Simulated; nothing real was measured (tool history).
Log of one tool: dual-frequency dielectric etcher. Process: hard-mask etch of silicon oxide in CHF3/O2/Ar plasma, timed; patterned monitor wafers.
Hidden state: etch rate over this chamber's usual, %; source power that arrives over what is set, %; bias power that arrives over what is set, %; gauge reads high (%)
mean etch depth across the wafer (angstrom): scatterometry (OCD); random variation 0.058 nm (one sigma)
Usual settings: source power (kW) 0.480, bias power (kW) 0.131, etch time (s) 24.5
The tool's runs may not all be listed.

| run | day | source power (kW) | bias power (kW) | etch time (s) | wafers since the last listed run | hours since the last wet clean | hours since the last source power generator calibration | hours since the last bias power generator calibration | hours since the last upper electrode change | hours since the gauge calibration | read-back reference wafer on the same gauge, depth_nm | mean etch depth across the wafer (angstrom) |
|---|---|---|---|---|---|---|---|---|---|---|---|---|
| 1 | 0.000 | 0.480 | 0.131 | 24.5 | 0 | 331.0 | 1518.2 | 2880.8 | 2222.0 | 246.6 | 31.61 | 378.8 |
| 2 | 0.304 | 0.480 | 0.141 | 19.5 | 137 | 338.3 | 1525.5 | 2888.1 | 2229.3 | 253.9 | 31.58 | 313.0 |
| 3 | 0.775 | 0.480 | 0.141 | 19.5 | 212 | 349.6 | 1536.8 | 2899.4 | 2240.6 | 265.2 | 31.59 | 314.4 |
|  | 2.742 | wet clean of the chamber |
| 4 | 2.762 | 0.480 | 0.131 | 24.5 | 445 | 0.5 | 1584.5 | 2947.1 | 2288.3 | 312.9 | 31.60 | 381.0 |
| 5 | 2.775 | 0.550 | 0.131 | 27.5 | 5 | 0.8 | 1584.8 | 2947.4 | 2288.6 | 313.2 | 31.60 | 457.6 |
| 6 | 2.962 | 0.480 | 0.131 | 24.5 | 84 | 5.3 | 1589.3 | 2951.9 | 2293.1 | 317.7 | 31.60 | 382.3 |
| 7 | 3.571 | 0.480 | 0.131 | 24.5 | 274 | 19.9 | 1603.9 | 2966.5 | 2307.7 | 332.3 | 31.59 | 381.6 |
|  | 3.892 | bias power generator calibrated |
| 8 | 3.912 | 0.480 | 0.131 | 24.5 | 78 | 28.1 | 1612.1 | 0.5 | 2315.9 | 340.5 | 31.58 | 381.5 |
| 9 | 4.404 | 0.580 | 0.131 | 24.5 | 221 | 39.9 | 1623.9 | 12.3 | 2327.7 | 352.3 | 31.59 | 415.2 |
| 10 | 4.842 | 0.580 | 0.131 | 24.5 | 197 | 50.4 | 1634.4 | 22.8 | 2338.2 | 362.8 | 31.57 | 417.0 |
| 11 | 5.467 | 0.580 | 0.131 | 24.5 | 282 | 65.4 | 1649.4 | 37.8 | 2353.2 | 377.8 | 31.59 | 416.2 |
|  | 7.100 | upper electrode replaced |
| 12 | 7.121 | 0.480 | 0.117 | 24.5 | 295 | 105.1 | 1689.1 | 77.5 | 0.5 | 417.5 | 31.60 | 358.4 |
| 13 | 7.133 | 0.360 | 0.103 | 24.5 | 5 | 105.4 | 1689.4 | 77.8 | 0.8 | 417.8 | 31.62 | 290.0 |
| 14 | 7.221 | 0.540 | 0.113 | 29.0 | 39 | 107.5 | 1691.5 | 79.9 | 2.9 | 419.9 | 31.59 | 440.3 |
| 15 | 7.871 | 0.370 | 0.106 | 27.0 | 293 | 123.1 | 1707.1 | 95.5 | 18.5 | 435.5 | 31.60 | 328.8 |
| 16 | 8.438 | 0.480 | 0.117 | 24.5 | 255 | 136.7 | 1720.7 | 109.1 | 32.1 | 449.1 | 31.59 | 357.8 |
|  | 8.767 | gauge calibrated |
| 17 | 9.142 | 0.570 | 0.143 | 27.5 | 317 | 153.6 | 1737.6 | 126.0 | 49.0 | 9.0 | 31.60 | 481.5 |
| 18 | 9.404 | 0.480 | 0.131 | 24.5 | 118 | 159.9 | 1743.9 | 132.3 | 55.3 | 15.3 | 31.59 | 378.8 |
| 19 | 10.058 | 0.440 | 0.100 | 24.5 | 295 | 175.6 | 1759.6 | 148.0 | 71.0 | 31.0 | 31.61 | 315.3 |
|  | 10.446 | source power generator calibrated |
| 20 | 10.671 | 0.540 | 0.150 | 31.0 | 201 | 190.3 | 5.4 | 162.7 | 85.7 | 45.7 | 31.61 | 553.0 |
| 21 | 11.354 | 0.510 | 0.154 | 31.5 | 308 | 206.7 | 21.8 | 179.1 | 102.1 | 62.1 | 31.61 | 553.3 |
| 22 | 11.908 | 0.480 | 0.131 | 24.5 | 250 | 220.0 | 35.1 | 192.4 | 115.4 | 75.4 | 31.59 | 386.0 |
| 23 | 12.408 | 0.600 | 0.131 | 24.5 | 225 | 232.0 | 47.1 | 204.4 | 127.4 | 87.4 | 31.60 | 427.0 |
| 24 | 12.954 | 0.480 | 0.152 | 24.5 | 246 | 245.1 | 60.2 | 217.5 | 140.5 | 100.5 | 31.60 | 415.1 |
| 25 | 13.658 | 0.590 | 0.148 | 24.5 | 317 | 262.0 | 77.1 | 234.4 | 157.4 | 117.4 | 31.63 | 451.1 |
| 26 | 14.342 | 0.520 | 0.100 | 22.0 | 308 | 278.4 | 93.5 | 250.8 | 173.8 | 133.8 | 31.62 | 313.5 |
| 27 | 14.596 | 0.570 | 0.100 | 21.5 | 114 | 284.5 | 99.6 | 256.9 | 179.9 | 139.9 | 31.61 | 319.4 |
| 28 | 15.025 | 0.480 | 0.131 | 24.5 | 193 | 294.8 | 109.9 | 267.2 | 190.2 | 150.2 | 31.60 | 384.7 |
| 29 | 15.462 | 0.370 | 0.116 | 18.0 | 197 | 305.3 | 120.4 | 277.7 | 200.7 | 160.7 | 31.60 | 234.0 |

The same runs without the tool's hidden state, with the same run-to-run variation:
| run | mean etch depth across the wafer (angstrom) |
|---|---|
| 1 | 387.2 |
| 2 | 320.0 |
| 3 | 321.6 |
| 4 | 388.0 |
| 5 | 466.0 |
| 6 | 389.3 |
| 7 | 388.9 |
| 8 | 389.0 |
| 9 | 423.6 |
| 10 | 425.6 |
| 11 | 425.0 |
| 12 | 366.7 |
| 13 | 296.7 |
| 14 | 450.6 |
| 15 | 336.7 |
| 16 | 366.5 |
| 17 | 493.5 |
| 18 | 388.4 |
| 19 | 323.7 |
| 20 | 556.3 |
| 21 | 556.9 |
| 22 | 388.6 |
| 23 | 429.9 |
| 24 | 418.0 |
| 25 | 454.4 |
| 26 | 316.0 |
| 27 | 322.0 |
| 28 | 387.9 |
| 29 | 236.0 |
